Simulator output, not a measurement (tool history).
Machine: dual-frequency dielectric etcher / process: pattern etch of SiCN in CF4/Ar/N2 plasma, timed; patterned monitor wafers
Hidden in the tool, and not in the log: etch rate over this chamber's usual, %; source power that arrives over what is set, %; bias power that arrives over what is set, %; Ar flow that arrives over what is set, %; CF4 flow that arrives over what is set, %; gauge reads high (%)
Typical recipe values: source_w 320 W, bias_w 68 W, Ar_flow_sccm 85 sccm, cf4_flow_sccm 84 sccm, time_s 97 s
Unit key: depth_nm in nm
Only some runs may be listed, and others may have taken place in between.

run	hour	source_w	bias_w	Ar_flow_sccm	cf4_flow_sccm	time_s	wafers since the last listed run	hours since the last wet clean	hours since the last source power generator calibration	hours since the last bias power generator calibration	hours since the last Ar flow controller change	hours since the last CF4 flow controller change	hours since the last upper electrode change	hours since the gauge calibration	read-back reference wafer on the same gauge, depth_nm	depth_nm
1	0	320	68	85	84	97	0	47.2	92.9	3707.2	363.5	581.5	79.8	2513.3	56.8	65.2
2	79.2	320	68	85	101	97	931	126.4	172.1	3786.4	442.7	660.7	159	2592.5	56.6	66.7
3	137.2	360	68	66	84	97	682	184.4	230.1	3844.4	500.7	718.7	217	2650.5	56.7	74.7
4	202.5	320	68	85	84	73.5	768	249.7	295.4	3909.7	566	784	282.3	2715.8	56.8	49.3
# hour 263.2: gauge calibrated
5	290.1	350	60	85	84	125	1030	337.3	383	3997.3	653.6	871.6	369.9	26.9	56.7	89.2
6	355	320	84	85	76	97	763	402.2	447.9	4062.2	718.5	936.5	434.8	91.8	56.7	69.5
# hour 398.6: bias power generator calibrated
7	419.7	400	68	85	84	97	713	466.9	512.6	21.1	783.2	1001.2	499.5	156.5	56.8	82.1
8	478.4	320	81	85	84	97	690	525.6	571.3	79.8	841.9	1059.9	558.2	215.2	56.6	69.8
9	554.4	320	68	97	84	88	893	601.6	647.3	155.8	917.9	1135.9	634.2	291.2	56.8	59.4
# hour 631.1: wet clean of the chamber
10	644.5	260	77	85	84	85	777	13.4	737.4	245.9	1008	1226	724.3	381.3	56.7	49.3
11	712.3	320	68	85	84	97	797	81.2	805.2	313.7	1075.8	1293.8	792.1	449.1	56.6	66.8
12	785.8	320	68	85	105	86	864	154.7	878.7	387.2	1149.3	1367.3	865.6	522.6	56.7	61.2
13	837.1	400	68	85	76	97	603	206	930	438.5	1200.6	1418.6	916.9	573.9	56.7	81.5
14	896.6	320	76	85	84	68.5	699	265.5	989.5	498	1260.1	1478.1	976.4	633.4	56.6	49.3

Forecast run 15:
15	959.7	320	75	85	98	89.5	742	328.6	1052.6	561.1	1323.2	1541.2	1039.5	696.5	?	?

{"run 15": {"read-back reference wafer on the same gauge, depth_nm": 56.8, "depth_nm": 64.9}}
With no hidden state in the tool, this same run would have given depth_nm 63.5 nm.
